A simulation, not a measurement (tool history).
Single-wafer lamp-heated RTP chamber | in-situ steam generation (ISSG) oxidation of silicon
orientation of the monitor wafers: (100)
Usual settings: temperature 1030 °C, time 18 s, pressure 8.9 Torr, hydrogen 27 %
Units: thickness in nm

run	hour	temperature	time	pressure	hydrogen	wafers since the last listed run	wafers since the last pyrometer calibration	hours since the pressure gauge was zeroed	hours since the hydrogen flow controller was replaced	hours since the gauge calibration	read-back reference wafer on the same gauge, thickness	thickness
1	0.0	1036	22	8.9	27	0	3796	3817.2	3190.3	709.7	6.974	6.796
# hour 8.3: gauge calibrated
2	33.5	1036	22	8.9	27	417	4214	3850.7	3223.8	25.2	7.154	6.987
3	64.6	1036	22	8.9	27	387	4601	3881.8	3254.9	56.3	7.131	6.956
4	98.2	1030	23	8.9	27	418	5020	3915.4	3288.5	89.9	7.140	6.817
5	117.9	1030	23	8.9	27	245	5266	3935.1	3308.2	109.6	7.108	6.890
6	151.7	1030	23	8.9	27	421	5688	3968.9	3342.0	143.4	7.103	6.901
7	181.3	1030	12	8.9	30	369	6057	3998.5	3371.6	173.0	7.089	5.185
8	202.5	1030	12	8.9	30	264	6321	4019.7	3392.8	194.2	7.097	5.187
# hour 227.9: pyrometer window cleaned and pyrometer calibrated
# hour 307.1: pressure gauge zeroed
9	307.6	1030	12	8.9	30	1111	894	0.5	3497.9	299.3	7.073	5.116
10	331.0	1030	16	9.3	27	291	1186	23.9	3521.3	322.7	7.051	5.629
11	352.4	1030	18	8.9	27	266	1453	45.3	3542.7	344.1	7.049	6.019
12	375.1	1030	18	8.9	27	283	1736	68.0	3565.4	366.8	7.039	6.028
13	391.3	1034	18	8.9	27	202	1938	84.2	3581.6	383.0	7.045	6.188
14	407.7	1010	18	8.2	27	204	2142	100.6	3598.0	399.4	7.045	5.619
# hour 419.9: hydrogen flow controller replaced
15	436.1	1030	15	8.9	17	254	2397	129.0	16.2	427.8	7.033	4.936
16	462.2	1045	23	9.4	32	325	2722	155.1	42.3	453.9	7.022	7.588
17	496.5	1030	18	8.9	27	427	3150	189.4	76.6	488.2	7.008	6.019
18	517.2	1030	18	8.9	27	258	3408	210.1	97.3	508.9	7.010	6.021
19	547.9	1025	11	9.6	21	382	3791	240.8	128.0	539.6	6.970	4.330
20	571.7	1042	18	10.2	27	296	4088	264.6	151.8	563.4	6.987	6.195
21	599.0	1030	24	8.9	27	340	4428	291.9	179.1	590.7	6.984	6.866
22	628.7	1036	25	7.8	32	370	4799	321.6	208.8	620.4	6.970	7.697
23	656.5	1030	15	9.7	32	346	5145	349.4	236.6	648.2	6.967	5.648
24	678.3	1047	14	7.9	32	271	5417	371.2	258.4	670.0	6.952	6.040
# hour 710.1: gauge calibrated
25	713.6	1030	18	7.5	27	440	5857	406.5	293.7	3.5	7.186	6.252
26	727.2	1037	21	10.2	30	169	6027	420.1	307.3	17.1	7.185	6.894
# hour 836.7: pyrometer window cleaned and pyrometer calibrated
27	837.2	1019	22	10.0	32	1271	5	530.1	417.3	127.1	7.135	6.504
28	846.7	1030	18	8.9	27	118	124	539.6	426.8	136.6	7.127	6.104
29	882.4	1017	14	9.9	32	445	569	575.3	462.5	172.3	7.130	5.236
30	908.9	1030	18	8.4	20	330	900	601.8	489.0	198.8	7.105	5.697
31	930.2	1030	18	8.9	32	265	1165	623.1	510.3	220.1	7.115	6.338
32	950.2	1030	18	8.9	27	249	1415	643.1	530.3	240.1	7.111	6.116

What the log doesn't show, run by run:
true wafer temperature minus pyrometer reading, K: 0 in every run
true pressure minus gauge reading, Torr: 0 in every run
deviation of the hydrogen flow from its setpoint, %: 0 in every run
H1: gauge reads high (%)
run	H1
1	-2.9
2	-0.487
3	-0.612
4	-0.746
5	-0.825
6	-0.96
7	-1.08
8	-1.16
9	-1.58
10	-1.68
11	-1.76
12	-1.85
13	-1.92
14	-1.98
15	-2.1
16	-2.2
17	-2.34
18	-2.42
19	-2.54
20	-2.64
21	-2.75
22	-2.87
23	-2.98
24	-3.07
25	-0.0634
26	-0.118
27	-0.558
28	-0.596
29	-0.739
30	-0.845
31	-0.93
32	-1.01
